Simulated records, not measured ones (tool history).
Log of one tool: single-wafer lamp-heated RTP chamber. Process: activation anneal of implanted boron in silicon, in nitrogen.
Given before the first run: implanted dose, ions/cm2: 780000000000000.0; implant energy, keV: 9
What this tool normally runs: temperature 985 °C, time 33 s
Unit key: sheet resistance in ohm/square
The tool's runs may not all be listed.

run	day	temperature	time	wafers since the last listed run	wafers since the last pyrometer calibration	wafers since the reflector plate was cleaned	hours since the gauge calibration	read-back reference wafer on the same gauge, sheet resistance	sheet resistance
1	0.000	985	33	0	4248	301	239.9	178.93	165.99
2	1.704	985	33	414	4663	715	280.8	179.12	166.12
# day 2.896: pyrometer window cleaned and pyrometer calibrated
3	3.892	1005	33	451	242	1166	333.3	178.82	159.70
4	6.588	1005	33	655	898	1822	398.0	178.84	161.19
5	10.233	985	33	886	1785	2709	485.5	178.93	165.27
# day 13.904: reflector plate cleaned
6	13.925	1001	20	816	2602	4	574.1	179.04	163.65
7	17.742	1001	20	928	3530	933	665.7	178.79	163.77
# day 19.558: gauge calibrated
8	19.675	985	33	470	4000	1403	2.8	178.93	167.43
# day 22.312: pyrometer window cleaned and pyrometer calibrated
9	22.500	956	49	606	45	2009	70.6	178.95	186.11
10	26.292	956	41	922	967	2932	161.6	179.13	189.51
11	29.525	1009	33	786	1754	3718	239.2	179.25	159.62
# day 33.867: reflector plate cleaned
12	33.888	993	51	980	2734	5	343.9	178.72	161.01
13	37.888	985	20	973	3707	978	439.9	178.69	171.17

Expected results for the next run?
14	40.875	985	33	726	4434	1705	511.6	?	?

read-back reference wafer on the same gauge, sheet resistance: 179.04
sheet resistance: 167.16 ohm/square
Without the tool's hidden state the same run would have given sheet resistance 167.16 ohm/square.

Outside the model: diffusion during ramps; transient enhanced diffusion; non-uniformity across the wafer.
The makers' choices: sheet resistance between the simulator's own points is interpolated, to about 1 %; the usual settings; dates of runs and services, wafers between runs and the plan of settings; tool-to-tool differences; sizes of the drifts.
